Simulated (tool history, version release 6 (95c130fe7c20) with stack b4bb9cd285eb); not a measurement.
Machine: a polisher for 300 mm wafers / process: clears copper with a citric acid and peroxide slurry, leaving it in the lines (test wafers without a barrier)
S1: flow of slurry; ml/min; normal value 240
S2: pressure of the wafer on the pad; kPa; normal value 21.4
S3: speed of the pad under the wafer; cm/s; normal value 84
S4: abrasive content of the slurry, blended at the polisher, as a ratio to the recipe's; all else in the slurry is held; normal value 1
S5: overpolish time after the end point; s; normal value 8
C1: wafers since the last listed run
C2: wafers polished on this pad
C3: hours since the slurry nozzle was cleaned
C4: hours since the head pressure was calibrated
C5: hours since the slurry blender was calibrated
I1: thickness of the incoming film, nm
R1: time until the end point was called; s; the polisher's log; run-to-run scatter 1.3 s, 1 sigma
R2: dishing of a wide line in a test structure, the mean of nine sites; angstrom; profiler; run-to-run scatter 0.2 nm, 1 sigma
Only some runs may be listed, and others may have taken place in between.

{"run": 1, "hour": 0.0, "S1": 285, "S2": 21.4, "S3": 84, "S4": 1, "S5": 8, "C1": 0, "C2": 959, "C3": 319.8, "C4": 889.2, "C5": 56.3, "I1": 226.2, "R1": 135.3, "R2": 110}
{"hour": 16.9, "done": "worn pad replaced by a new one"}
{"run": 2, "hour": 22.2, "S1": 240, "S2": 21.4, "S3": 84, "S4": 1, "S5": 8, "C1": 198, "C2": 58, "C3": 342, "C4": 911.4, "C5": 78.5, "I1": 228.1, "R1": 138.3, "R2": 110}
{"hour": 37.1, "done": "slurry nozzle cleaned"}
{"hour": 90.3, "done": "slurry blender recalibrated"}
{"run": 3, "hour": 98.6, "S1": 240, "S2": 21.4, "S3": 84, "S4": 1, "S5": 8, "C1": 799, "C2": 858, "C3": 61.5, "C4": 987.8, "C5": 8.3, "I1": 228.8, "R1": 137.7, "R2": 111}
{"run": 4, "hour": 117.2, "S1": 240, "S2": 21.4, "S3": 84, "S4": 1, "S5": 8, "C1": 202, "C2": 1060, "C3": 80.1, "C4": 1006.4, "C5": 26.9, "I1": 226.6, "R1": 137.9, "R2": 108}
{"hour": 130.9, "done": "worn pad replaced by a new one"}
{"run": 5, "hour": 144.1, "S1": 240, "S2": 26.2, "S3": 84, "S4": 1, "S5": 8, "C1": 249, "C2": 144, "C3": 107, "C4": 1033.3, "C5": 53.8, "I1": 227.3, "R1": 113.2, "R2": 135}
{"run": 6, "hour": 162.5, "S1": 240, "S2": 26.2, "S3": 84, "S4": 1, "S5": 8, "C1": 200, "C2": 344, "C3": 125.4, "C4": 1051.7, "C5": 72.2, "I1": 226.9, "R1": 113.4, "R2": 130}
{"run": 7, "hour": 198.4, "S1": 240, "S2": 21.4, "S3": 84, "S4": 1, "S5": 8, "C1": 391, "C2": 735, "C3": 161.3, "C4": 1087.6, "C5": 108.1, "I1": 226.9, "R1": 139.2, "R2": 111}
{"run": 8, "hour": 211.9, "S1": 240, "S2": 21.4, "S3": 84, "S4": 1, "S5": 8, "C1": 147, "C2": 883, "C3": 174.8, "C4": 1101.1, "C5": 121.6, "I1": 222.5, "R1": 134, "R2": 106}
{"hour": 232.0, "done": "slurry blender recalibrated"}
{"run": 9, "hour": 239.9, "S1": 240, "S2": 21.4, "S3": 84, "S4": 1, "S5": 8, "C1": 283, "C2": 1166, "C3": 202.8, "C4": 1129.1, "C5": 7.9, "I1": 227.9, "R1": 136, "R2": 109}
{"hour": 254.8, "done": "worn pad replaced by a new one"}
{"run": 10, "hour": 265.6, "S1": 240, "S2": 21.4, "S3": 84, "S4": 1, "S5": 11, "C1": 236, "C2": 117, "C3": 228.5, "C4": 1154.8, "C5": 33.6, "I1": 225.5, "R1": 137.1, "R2": 145}
{"run": 11, "hour": 281.2, "S1": 240, "S2": 17.2, "S3": 76, "S4": 1, "S5": 8, "C1": 169, "C2": 287, "C3": 244.1, "C4": 1170.4, "C5": 49.2, "I1": 224.7, "R1": 184.9, "R2": 82}
{"hour": 305.7, "done": "slurry nozzle cleaned"}
{"run": 12, "hour": 312.4, "S1": 240, "S2": 21.4, "S3": 84, "S4": 1, "S5": 4, "C1": 329, "C2": 616, "C3": 6.7, "C4": 1201.6, "C5": 80.4, "I1": 229.1, "R1": 137.7, "R2": 55}
{"run": 13, "hour": 326.6, "S1": 240, "S2": 21.4, "S3": 84, "S4": 1, "S5": 8, "C1": 154, "C2": 771, "C3": 20.9, "C4": 1215.8, "C5": 94.6, "I1": 227.5, "R1": 136.3, "R2": 108}
{"hour": 347.4, "done": "slurry blender recalibrated"}
{"run": 14, "hour": 348.3, "S1": 240, "S2": 18.6, "S3": 84, "S4": 1, "S5": 8, "C1": 214, "C2": 985, "C3": 42.6, "C4": 1237.5, "C5": 0.9, "I1": 222.6, "R1": 152.4, "R2": 93}
{"run": 15, "hour": 374.6, "S1": 240, "S2": 21.4, "S3": 68, "S4": 1, "S5": 12, "C1": 286, "C2": 1272, "C3": 68.9, "C4": 1263.8, "C5": 27.2, "I1": 228.5, "R1": 168.5, "R2": 138}
{"hour": 382.6, "done": "worn pad replaced by a new one"}
{"hour": 390.1, "done": "head pressure recalibrated"}
{"run": 16, "hour": 399.9, "S1": 240, "S2": 21.4, "S3": 100, "S4": 1, "S5": 8, "C1": 210, "C2": 166, "C3": 94.2, "C4": 9.8, "C5": 52.5, "I1": 223.7, "R1": 114.2, "R2": 131}
{"run": 17, "hour": 434.5, "S1": 240, "S2": 21.4, "S3": 84, "S4": 1, "S5": 8, "C1": 377, "C2": 543, "C3": 128.8, "C4": 44.4, "C5": 87.1, "I1": 228.1, "R1": 139, "R2": 109}
{"run": 18, "hour": 449.3, "S1": 240, "S2": 21.4, "S3": 98, "S4": 1, "S5": 6, "C1": 161, "C2": 704, "C3": 143.6, "C4": 59.2, "C5": 101.9, "I1": 222.9, "R1": 115.4, "R2": 98}
{"hour": 489.8, "done": "slurry blender recalibrated"}
{"hour": 505.4, "done": "worn pad replaced by a new one"}
{"run": 19, "hour": 534.5, "S1": 240, "S2": 21.4, "S3": 84, "S4": 0.75, "S5": 5, "C1": 863, "C2": 317, "C3": 228.8, "C4": 144.4, "C5": 44.7, "I1": 226.2, "R1": 145.7, "R2": 63}
{"run": 20, "hour": 557.6, "S1": 295, "S2": 25.5, "S3": 100, "S4": 1, "S5": 5, "C1": 251, "C2": 568, "C3": 251.9, "C4": 167.5, "C5": 67.8, "I1": 224.9, "R1": 95.1, "R2": 103}

Each row is a separate what-if for the run after 20, all from the same tool condition, not one after another. Results?
{"run": "A", "hour": 558.1, "S1": 240, "S2": 21.4, "S3": 84, "S4": 1, "S5": 8, "C1": 5, "C2": 574, "C3": 252.4, "C4": 168, "C5": 68.3, "I1": 222.4, "R1": "?", "R2": "?"}
{"run": "B", "hour": 558.1, "S1": 240, "S2": 21.4, "S3": 84, "S4": 1.3, "S5": 8, "C1": 5, "C2": 574, "C3": 252.4, "C4": 168, "C5": 68.3, "I1": 222.4, "R1": "?", "R2": "?"}
{"run": "C", "hour": 558.1, "S1": 240, "S2": 14.5, "S3": 84, "S4": 1.15, "S5": 13, "C1": 5, "C2": 574, "C3": 252.4, "C4": 168, "C5": 68.3, "I1": 222.4, "R1": "?", "R2": "?"}
{"run": "D", "hour": 558.1, "S1": 240, "S2": 21.4, "S3": 68, "S4": 1, "S5": 5, "C1": 5, "C2": 574, "C3": 252.4, "C4": 168, "C5": 68.3, "I1": 222.4, "R1": "?", "R2": "?"}

run=A R1=136.2 R2=106
run=B R1=128.5 R2=112
run=C R1=192.4 R2=121
run=D R1=167.2 R2=55
Without the tool's hidden state the same runs would have given:
run=A R1=136.2 R2=106
run=B R1=128.5 R2=112
run=C R1=192.4 R2=121
run=D R1=167.2 R2=55
